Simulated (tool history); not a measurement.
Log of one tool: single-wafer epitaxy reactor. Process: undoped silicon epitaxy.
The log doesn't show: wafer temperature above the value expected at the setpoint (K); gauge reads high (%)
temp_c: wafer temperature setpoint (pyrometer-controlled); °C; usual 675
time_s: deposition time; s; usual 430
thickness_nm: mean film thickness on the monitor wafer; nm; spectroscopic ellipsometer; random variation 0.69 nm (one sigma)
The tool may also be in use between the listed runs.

run,hour,temp_c,time_s,wafers since the last listed run,hours since the last pyrometer calibration,hours since the gauge calibration,"read-back reference wafer on the same gauge, thickness_nm",thickness_nm
1,0.0,675,430,0,2170.7,78.7,102.138,111.768
2,6.4,675,430,34,2177.1,85.1,102.091,109.737
3,17.7,675,455,60,2188.4,96.4,102.087,116.888
4,30.7,675,430,69,2201.4,109.4,101.706,109.477
5,47.6,675,430,89,2218.3,126.3,102.061,109.734
6,59.9,675,430,65,2230.6,138.6,102.135,109.915
7,73.6,675,386,72,2244.3,152.3,101.680,99.132
8,82.4,675,386,46,2253.1,161.1,101.937,98.075
9,91.9,675,430,50,2262.6,170.6,101.923,110.112
10,102.6,675,430,56,2273.3,181.3,102.039,109.628
11,108.9,675,430,33,2279.6,187.6,102.192,109.981
12,125.8,675,430,89,2296.5,204.5,101.936,109.274
13,172.2,675,430,246,2342.9,250.9,101.946,108.920
14,178.4,675,430,32,2349.1,257.1,102.101,109.454
15,186.4,675,430,42,2357.1,265.1,101.854,108.936
16,193.9,675,364,39,2364.6,272.6,102.124,93.466
17,211.7,675,364,94,2382.4,290.4,101.854,93.397
18,228.2,675,364,87,2398.9,306.9,101.923,93.402
19,236.6,675,463,44,2407.3,315.3,101.949,116.599
20,254.3,675,463,94,2425.0,333.0,101.850,117.884
21,304.6,675,463,267,2475.3,383.3,102.040,117.821
22,313.5,675,511,47,2484.2,392.2,101.794,130.352
23,331.1,660,356,93,2501.8,409.8,101.862,66.049
24,346.6,675,456,82,2517.3,425.3,101.933,115.738
25,356.0,669,359,49,2526.7,434.7,101.777,80.408
26,362.9,670,477,36,2533.6,441.6,102.019,108.853
# hour 383.5: gauge calibrated
27,384.0,683,367,112,2554.7,0.5,102.274,110.751
28,396.5,675,430,66,2567.2,13.0,102.081,109.805
# hour 404.6: pyrometer calibrated
29,413.3,670,361,46,8.7,29.8,101.883,75.317
30,425.8,684,430,66,21.2,42.3,102.187,120.971
31,438.3,662,347,66,33.7,54.8,101.996,61.625
32,452.2,675,408,73,47.6,68.7,102.119,95.848
33,465.1,682,405,68,60.5,81.6,102.205,109.288
34,478.9,675,395,73,74.3,95.4,102.230,90.988
35,489.0,675,430,53,84.4,105.5,102.153,100.875
36,495.4,675,386,34,90.8,111.9,101.942,89.769
37,511.5,675,430,85,106.9,128.0,101.802,100.405
38,519.8,683,367,44,115.2,136.3,102.064,101.668
39,533.5,684,382,72,128.9,150.0,101.976,107.912
# hour 545.9: pyrometer calibrated, repeated, since the last time left the tool worse
40,546.4,687,498,26,0.5,162.9,102.112,175.937
41,559.5,675,430,69,13.6,176.0,101.960,118.964
42,583.5,667,513,127,37.6,200.0,101.907,120.234

Measured less the same run without the tool's hidden state. The same run-to-run variation is in both; the gauge's scatter may not be:
run,thickness_nm
1,-7.763
2,-7.646
3,-8.189
4,-7.719
5,-7.800
6,-7.860
7,-7.134
8,-7.088
9,-7.993
10,-7.998
11,-8.048
12,-8.059
13,-8.205
14,-8.269
15,-8.260
16,-7.110
17,-7.162
18,-7.216
19,-9.041
20,-9.212
21,-9.411
22,-10.451
23,-5.517
24,-9.411
25,-6.653
26,-9.012
27,-8.988
28,-9.118
29,-13.182
30,-20.556
31,-11.049
32,-16.723
33,-18.815
34,-15.966
35,-17.740
36,-15.808
37,-17.742
38,-17.668
39,-18.766
40,+0.979
41,+0.630
42,+0.556
